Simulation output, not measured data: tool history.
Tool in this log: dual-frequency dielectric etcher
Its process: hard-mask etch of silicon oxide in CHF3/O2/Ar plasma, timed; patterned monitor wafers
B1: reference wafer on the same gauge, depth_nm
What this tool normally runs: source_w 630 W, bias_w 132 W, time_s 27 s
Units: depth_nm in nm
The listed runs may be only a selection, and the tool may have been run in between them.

run 1 hour=0 | source_w=630 bias_w=132 time_s=27 | B1=55.03 | depth_nm=48.16
run 2 hour=21.4 | source_w=630 bias_w=132 time_s=27 | B1=54.95 | depth_nm=48.02
run 3 hour=40.8 | source_w=630 bias_w=132 time_s=27 | B1=55 | depth_nm=48.14
run 4 hour=54 | source_w=630 bias_w=132 time_s=27 | B1=54.95 | depth_nm=48.13
run 5 hour=83 | source_w=630 bias_w=132 time_s=27 | B1=55.02 | depth_nm=48.22
run 6 hour=106.4 | source_w=630 bias_w=132 time_s=27 | B1=55.06 | depth_nm=48.41
run 7 hour=125.5 | source_w=630 bias_w=132 time_s=27 | B1=54.98 | depth_nm=48.19
-- hour=169.2 wet clean of the chamber
run 8 hour=169.7 | source_w=630 bias_w=142 time_s=27 | B1=55.02 | depth_nm=48.75
run 9 hour=181.3 | source_w=630 bias_w=142 time_s=27 | B1=54.97 | depth_nm=48.57
-- hour=185.9 bias power generator calibrated
run 10 hour=214.5 | source_w=630 bias_w=132 time_s=27 | B1=55.04 | depth_nm=47.21
-- hour=219.9 source power generator calibrated
-- hour=234.1 gauge calibrated
-- hour=247.5 upper electrode replaced, of another model than before
run 11 hour=248 | source_w=630 bias_w=132 time_s=27 | B1=55 | depth_nm=47.34
run 12 hour=275.7 | source_w=540 bias_w=132 time_s=27 | B1=54.98 | depth_nm=45.12
run 13 hour=291 | source_w=630 bias_w=132 time_s=21 | B1=54.97 | depth_nm=36.87
run 14 hour=323 | source_w=590 bias_w=115 time_s=29.5 | B1=55.03 | depth_nm=46.69
run 15 hour=337.4 | source_w=630 bias_w=107 time_s=27 | B1=55.01 | depth_nm=41.62

Predict the results of run 16:
run 16 hour=367.2 | source_w=670 bias_w=132 time_s=27 | B1=? | depth_nm=?

{"run 16": {"B1": 55.01, "depth_nm": 48.53}}
The same run, on a tool lacking any hidden state, would have yielded depth_nm 48.3 nm.

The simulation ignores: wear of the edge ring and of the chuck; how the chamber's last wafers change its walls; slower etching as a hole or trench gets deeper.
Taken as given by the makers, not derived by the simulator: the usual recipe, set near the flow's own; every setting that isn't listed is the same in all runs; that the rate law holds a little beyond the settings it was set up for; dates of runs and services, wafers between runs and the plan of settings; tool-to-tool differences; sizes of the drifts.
